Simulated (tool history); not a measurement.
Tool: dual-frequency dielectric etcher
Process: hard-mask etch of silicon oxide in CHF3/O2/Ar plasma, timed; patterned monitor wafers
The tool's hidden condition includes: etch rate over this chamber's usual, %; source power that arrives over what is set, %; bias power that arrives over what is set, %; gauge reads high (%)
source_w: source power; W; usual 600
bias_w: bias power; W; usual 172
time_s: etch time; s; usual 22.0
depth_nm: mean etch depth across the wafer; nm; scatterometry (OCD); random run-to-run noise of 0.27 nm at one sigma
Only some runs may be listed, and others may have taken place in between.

run   hour  source_w  bias_w  time_s  wafers since the last listed run  hours since the last wet clean  hours since the last source power generator calibration  hours since the last bias power generator calibration  hours since the last upper electrode change  hours since the gauge calibration  read-back reference wafer on the same gauge, depth_nm  depth_nm
  1    0.0       600     172    22.0                                 0                           514.0                                                   4294.9                                                 2482.4                                       5214.9                              601.7                                                  39.46     45.28
      12.2  -- source power generator calibrated
  2   12.8       600     172    22.0                               218                           526.8                                                      0.6                                                 2495.2                                       5227.7                              614.5                                                  39.51     44.88
  3   25.2       690     172    22.0                               308                           539.2                                                     13.0                                                 2507.6                                       5240.1                              626.9                                                  39.48     49.19
  4   35.0       600     172    22.0                               243                           549.0                                                     22.8                                                 2517.4                                       5249.9                              636.7                                                  39.54     45.45
      41.5  -- gauge calibrated
  5   46.6       600     172    22.0                               288                           560.6                                                     34.4                                                 2529.0                                       5261.5                                5.1                                                  39.53     45.14
      91.3  -- wet clean of the chamber
  6  100.0       600     172    22.0                               730                             8.7                                                     87.8                                                 2582.4                                       5314.9                               58.5                                                  39.49     44.10
  7  109.9       600     172    22.0                               246                            18.6                                                     97.7                                                 2592.3                                       5324.8                               68.4                                                  39.50     44.05
  8  127.0       600     172    22.0                               424                            35.7                                                    114.8                                                 2609.4                                       5341.9                               85.5                                                  39.48     44.09
  9  142.2       600     150    26.5                               377                            50.9                                                    130.0                                                 2624.6                                       5357.1                              100.7                                                  39.43     50.44
 10  150.1       670     149    19.0                               196                            58.8                                                    137.9                                                 2632.5                                       5365.0                              108.6                                                  39.55     38.48
 11  156.4       600     213    25.0                               156                            65.1                                                    144.2                                                 2638.8                                       5371.3                              114.9                                                  39.53     54.94
     180.6  -- upper electrode replaced
 12  181.2       600     172    22.0                                19                            89.9                                                    169.0                                                 2663.6                                          0.6                              139.7                                                  39.45     44.96
     188.1  -- bias power generator calibrated
 13  190.3       660     149    24.5                               126                            99.0                                                    178.1                                                    2.2                                          9.7                              148.8                                                  39.51     49.45
 14  199.9       600     172    22.0                               238                           108.6                                                    187.7                                                   11.8                                         19.3                              158.4                                                  39.55     43.89
 15  213.6       730     198    17.5                               340                           122.3                                                    201.4                                                   25.5                                         33.0                              172.1                                                  39.49     41.62
 16  223.2       600     172    22.0                               238                           131.9                                                    211.0                                                   35.1                                         42.6                              181.7                                                  39.49     44.92
 17  229.7       600     172    19.0                               161                           138.4                                                    217.5                                                   41.6                                         49.1                              188.2                                                  39.45     38.81
 18  237.1       660     172    22.0                               183                           145.8                                                    224.9                                                   49.0                                         56.5                              195.6                                                  39.50     47.08
 19  243.9       720     210    22.0                               168                           152.6                                                    231.7                                                   55.8                                         63.3                              202.4                                                  39.46     53.60
 20  251.3       600     172    25.0                               183                           160.0                                                    239.1                                                   63.2                                         70.7                              209.8                                                  39.52     49.95
 21  265.1       600     135    22.0                               342                           173.8                                                    252.9                                                   77.0                                         84.5                              223.6                                                  39.48     41.26
 22  277.5       530     144    22.0                               308                           186.2                                                    265.3                                                   89.4                                         96.9                              236.0                                                  39.47     38.53
 23  290.0       600     172    18.5                               310                           198.7                                                    277.8                                                  101.9                                        109.4                              248.5                                                  39.40     37.38
 24  296.9       520     172    22.0                               171                           205.6                                                    284.7                                                  108.8                                        116.3                              255.4                                                  39.61     41.16
 25  308.9       550     172    27.5                               298                           217.6                                                    296.7                                                  120.8                                        128.3                              267.4                                                  39.39     52.93
 26  320.6       600     172    22.0                               290                           229.3                                                    308.4                                                  132.5                                        140.0                              279.1                                                  39.51     44.94
 27  335.8       560     155    28.0                               377                           244.5                                                    323.6                                                  147.7                                        155.2                              294.3                                                  39.53     52.85
 28  348.1       530     172    22.0                               305                           256.8                                                    335.9                                                  160.0                                        167.5                              306.6                                                  39.52     41.49
 29  354.2       600     172    22.0                               151                           262.9                                                    342.0                                                  166.1                                        173.6                              312.7                                                  39.46     44.48

5 options for the next run, each taken on its own from the tool as it stands now. Forecast them:
  A  354.6       600     172    22.0                                 9                           263.3                                                    342.4                                                  166.5                                        174.0                              313.1                                                      ?         ?
  B  354.6       700     136    19.5                                 9                           263.3                                                    342.4                                                  166.5                                        174.0                              313.1                                                      ?         ?
  C  354.6       500     150    22.0                                 9                           263.3                                                    342.4                                                  166.5                                        174.0                              313.1                                                      ?         ?
  D  354.6       660     172    26.5                                 9                           263.3                                                    342.4                                                  166.5                                        174.0                              313.1                                                      ?         ?
  E  354.6       480     137    22.0                                 9                           263.3                                                    342.4                                                  166.5                                        174.0                              313.1                                                      ?         ?

run  read-back reference wafer on the same gauge, depth_nm  depth_nm
  A                                                  39.51     44.75
  B                                                  39.51     39.74
  C                                                  39.51     37.78
  D                                                  39.51     57.01
  E                                                  39.51     35.45
With no hidden state in the tool, these same runs would have given:
run  depth_nm
  A     43.64
  B     38.75
  C     36.84
  D     55.59
  E     34.58

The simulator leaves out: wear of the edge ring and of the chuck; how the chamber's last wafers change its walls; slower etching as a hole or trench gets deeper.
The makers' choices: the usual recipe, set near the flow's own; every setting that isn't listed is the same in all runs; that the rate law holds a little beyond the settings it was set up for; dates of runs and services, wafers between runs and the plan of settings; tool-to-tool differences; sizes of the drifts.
